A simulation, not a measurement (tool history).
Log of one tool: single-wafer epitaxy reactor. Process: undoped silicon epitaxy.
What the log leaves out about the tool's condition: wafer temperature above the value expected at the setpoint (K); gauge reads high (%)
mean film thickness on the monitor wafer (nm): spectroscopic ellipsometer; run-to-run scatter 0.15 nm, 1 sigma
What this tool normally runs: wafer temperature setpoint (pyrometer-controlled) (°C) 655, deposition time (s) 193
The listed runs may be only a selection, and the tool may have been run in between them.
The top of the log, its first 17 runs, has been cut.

run    hour  wafer temperature setpoint (pyrometer-controlled) (°C)  deposition time (s)  wafers since the last listed run  hours since the last pyrometer calibration  hours since the gauge calibration  read-back reference wafer on the same gauge, thickness_nm  mean film thickness on the monitor wafer (nm)
 18  1253.4                                                     661                  164                               351                                      1100.9                             1539.4                                                     32.084                                         35.854
     1306.1  -- pyrometer calibrated
 19  1360.1                                                     661                  164                               753                                          54                             1646.1                                                     32.109                                         35.767
 20  1429.5                                                     661                  164                               529                                       123.4                             1715.5                                                     32.143                                          35.89
 21  1478.9                                                     641                  160                               377                                       172.8                             1764.9                                                     32.046                                         22.504
 22  1575.7                                                     647                  177                               739                                       269.6                             1861.7                                                     32.063                                         28.349
 23    1635                                                     648                  228                               452                                       328.9                               1921                                                      32.14                                         37.264
 24  1697.7                                                     641                  158                               478                                       391.6                             1983.7                                                     32.046                                         22.233
 25  1788.8                                                     640                  214                               695                                       482.7                             2074.8                                                     32.119                                         29.165
 26  2005.4                                                     649                  212                              1654                                       699.3                             2291.4                                                      32.13                                         35.533
 27  2041.6                                                     651                  193                               276                                       735.5                             2327.6                                                     32.134                                         34.014
 28  2233.8                                                     661                  222                              1467                                       927.7                             2519.8                                                     32.068                                          48.61
 29  2305.2                                                     655                  193                               545                                       999.1                             2591.2                                                     32.141                                         36.743
 30  2361.4                                                     655                  227                               429                                      1055.3                             2647.4                                                     32.051                                         43.373
 31  2405.2                                                     664                  221                               334                                      1099.1                             2691.2                                                     32.108                                         51.333
       2413  -- gauge calibrated
       2500  -- pyrometer calibrated
 32    2509                                                     664                  212                               731                                           9                                 96                                                     32.063                                         49.535
 33  2586.1                                                     655                  216                               588                                        86.1                              173.1                                                     32.124                                         41.436
 34  2624.9                                                     655                  213                               296                                       124.9                              211.9                                                     32.099                                         40.876
 35  2703.2                                                     655                  225                               597                                       203.2                              290.2                                                     32.034                                          43.16
 36    2810                                                     655                  193                               815                                         310                                397                                                     32.142                                         36.582
 37  2872.8                                                     661                  160                               479                                       372.8                              459.8                                                      32.13                                         34.899
 38  2932.5                                                     655                  193                               455                                       432.5                              519.5                                                     32.145                                          37.06
 39  3035.9                                                     650                  229                               789                                       535.9                              622.9                                                     32.055                                         39.616
 40  3150.7                                                     655                  193                               876                                       650.7                              737.7                                                     32.123                                         36.833

What if the next run were any one of these 3? Each begins from the tool's condition after run 40:
  A  3151.2                                                     655                  193                                 3                                       651.2                              738.2                                                          ?                                              ?
  B  3151.2                                                     643                  230                                 3                                       651.2                              738.2                                                          ?                                              ?
  C  3151.2                                                     659                  231                                 3                                       651.2                              738.2                                                          ?                                              ?

run  read-back reference wafer on the same gauge, thickness_nm  mean film thickness on the monitor wafer (nm)
  A                                                     32.094                                         36.738
  B                                                     32.094                                         33.533
  C                                                     32.094                                         47.984
Had the tool no hidden state, the same runs would have come out as:
run  mean film thickness on the monitor wafer (nm)
  A                                         36.738
  B                                         33.533
  C                                         47.984
